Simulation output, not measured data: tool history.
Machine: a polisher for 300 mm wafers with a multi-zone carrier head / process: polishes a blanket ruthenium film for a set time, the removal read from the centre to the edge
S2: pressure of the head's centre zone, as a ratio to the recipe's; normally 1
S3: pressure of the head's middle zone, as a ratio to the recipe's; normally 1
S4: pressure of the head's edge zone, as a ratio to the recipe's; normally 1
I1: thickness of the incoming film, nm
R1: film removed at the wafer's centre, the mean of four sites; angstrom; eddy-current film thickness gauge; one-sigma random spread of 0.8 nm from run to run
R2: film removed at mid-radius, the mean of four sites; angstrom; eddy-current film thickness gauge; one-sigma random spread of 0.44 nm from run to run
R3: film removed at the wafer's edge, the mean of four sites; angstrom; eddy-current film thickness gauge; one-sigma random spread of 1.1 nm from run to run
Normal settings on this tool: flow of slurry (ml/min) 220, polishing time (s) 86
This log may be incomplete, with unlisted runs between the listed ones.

Run 1, hour 0: usual settings; I1 443.7. Result: R1 667 angstrom, R2 685 angstrom, R3 700 angstrom.
Run 2, hour 15.3: usual settings but S4 1.12; I1 432.4. Result: R1 668 angstrom, R2 675 angstrom, R3 755 angstrom.
Run 3, hour 29.3: usual settings but flow of slurry (ml/min) 185, S2 1.04, S3 0.92, polishing time (s) 98; I1 440.8. Result: R1 787 angstrom, R2 705 angstrom, R3 799 angstrom.
Run 4, hour 47.1: usual settings but flow of slurry (ml/min) 280, S3 1.11, S4 1.04; I1 436.5. Result: R1 662 angstrom, R2 721 angstrom, R3 718 angstrom.
Run 5, hour 57.4: usual settings but S2 0.95, S4 1.05, polishing time (s) 110; I1 440.2. Result: R1 789 angstrom, R2 831 angstrom, R3 910 angstrom.
Run 6, hour 69.8: usual settings but S2 0.94, S3 0.93; I1 431.4. Result: R1 594 angstrom, R2 616 angstrom, R3 670 angstrom.
Run 7, hour 79.1: usual settings; I1 440.2. Result: R1 637 angstrom, R2 647 angstrom, R3 673 angstrom.
Run 8, hour 90.2: usual settings but S3 1.09; I1 442.6. Result: R1 626 angstrom, R2 679 angstrom, R3 674 angstrom.
At hour 96.5: worn pad replaced by a new one.
Run 9, hour 102.9: usual settings but flow of slurry (ml/min) 245, S2 1.11, S3 0.91, polishing time (s) 73; I1 438.8. Result: R1 641 angstrom, R2 560 angstrom, R3 637 angstrom.
Run 10, hour 120: usual settings but S2 0.92; I1 446.2. Result: R1 632 angstrom, R2 696 angstrom, R3 732 angstrom.
Run 11, hour 140.7: usual settings but flow of slurry (ml/min) 160; I1 437.2. Result: R1 651 angstrom, R2 672 angstrom, R3 713 angstrom.
Run 12, hour 157.3: usual settings but S3 1.06, S4 0.92; I1 447.7. Result: R1 651 angstrom, R2 698 angstrom, R3 682 angstrom.
At hour 161.9: centre zone pressure recalibrated.
At hour 164.1: edge zone pressure recalibrated.
Run 13, hour 167.4: usual settings but flow of slurry (ml/min) 175, S2 1.05, S3 0.9, polishing time (s) 75; I1 433.9. Result: R1 591 angstrom, R2 531 angstrom, R3 611 angstrom.
Run 14, hour 185.4: usual settings; I1 446.5. Result: R1 654 angstrom, R2 655 angstrom, R3 694 angstrom.
Run 15, hour 197.2: usual settings but S3 1.03; I1 440.6. Result: R1 638 angstrom, R2 662 angstrom, R3 688 angstrom.
Run 16, hour 211.3: usual settings; I1 432.6. Result: R1 618 angstrom, R2 644 angstrom, R3 679 angstrom.
At hour 216.1: worn pad replaced by a new one.
Run 17, hour 220.1: usual settings; I1 436.4. Result: R1 679 angstrom, R2 697 angstrom, R3 741 angstrom.
Run 18, hour 229.2: usual settings but S3 1.1, S4 1.08; I1 431.7. Result: R1 691 angstrom, R2 742 angstrom, R3 755 angstrom.
Run 19, hour 237.3: usual settings; I1 431.4. Result: R1 681 angstrom, R2 686 angstrom, R3 724 angstrom.
Run 20, hour 246: usual settings but flow of slurry (ml/min) 260, S3 1.05; I1 441.4. Result: R1 681 angstrom, R2 716 angstrom, R3 732 angstrom.
Run 21, hour 267.7: usual settings but S2 1.06, S3 1.06; I1 442.5. Result: R1 700 angstrom, R2 701 angstrom, R3 696 angstrom.
Run 22, hour 281.5: usual settings but flow of slurry (ml/min) 270, S2 0.89, S3 1.07, polishing time (s) 77; I1 435.5. Result: R1 538 angstrom, R2 628 angstrom, R3 639 angstrom.
Run 23, hour 291.2: usual settings but S4 1.07, polishing time (s) 78; I1 438.5. Result: R1 581 angstrom, R2 594 angstrom, R3 660 angstrom.

Consider 3 possible next runs. They are alternatives, not a sequence: every one starts from the tool as it was left by run 23. What does each give?
Run A, hour 291.7: usual settings; I1 440.2. Result: R1 ?, R2 ?, R3 ?.
Run B, hour 291.7: usual settings but flow of slurry (ml/min) 245, S3 0.9, S4 0.88, polishing time (s) 103; I1 440.2. Result: R1 ?, R2 ?, R3 ?.
Run C, hour 291.7: usual settings but S4 0.92, polishing time (s) 73; I1 440.2. Result: R1 ?, R2 ?, R3 ?.

run   R1   R2   R3
  A  649  663  702
  B  782  743  796
  C  551  563  573
With the hidden condition removed and each run's random variation left untouched, the same runs would have given:
run   R1   R2   R3
  A  691  706  747
  B  832  790  847
  C  586  599  610

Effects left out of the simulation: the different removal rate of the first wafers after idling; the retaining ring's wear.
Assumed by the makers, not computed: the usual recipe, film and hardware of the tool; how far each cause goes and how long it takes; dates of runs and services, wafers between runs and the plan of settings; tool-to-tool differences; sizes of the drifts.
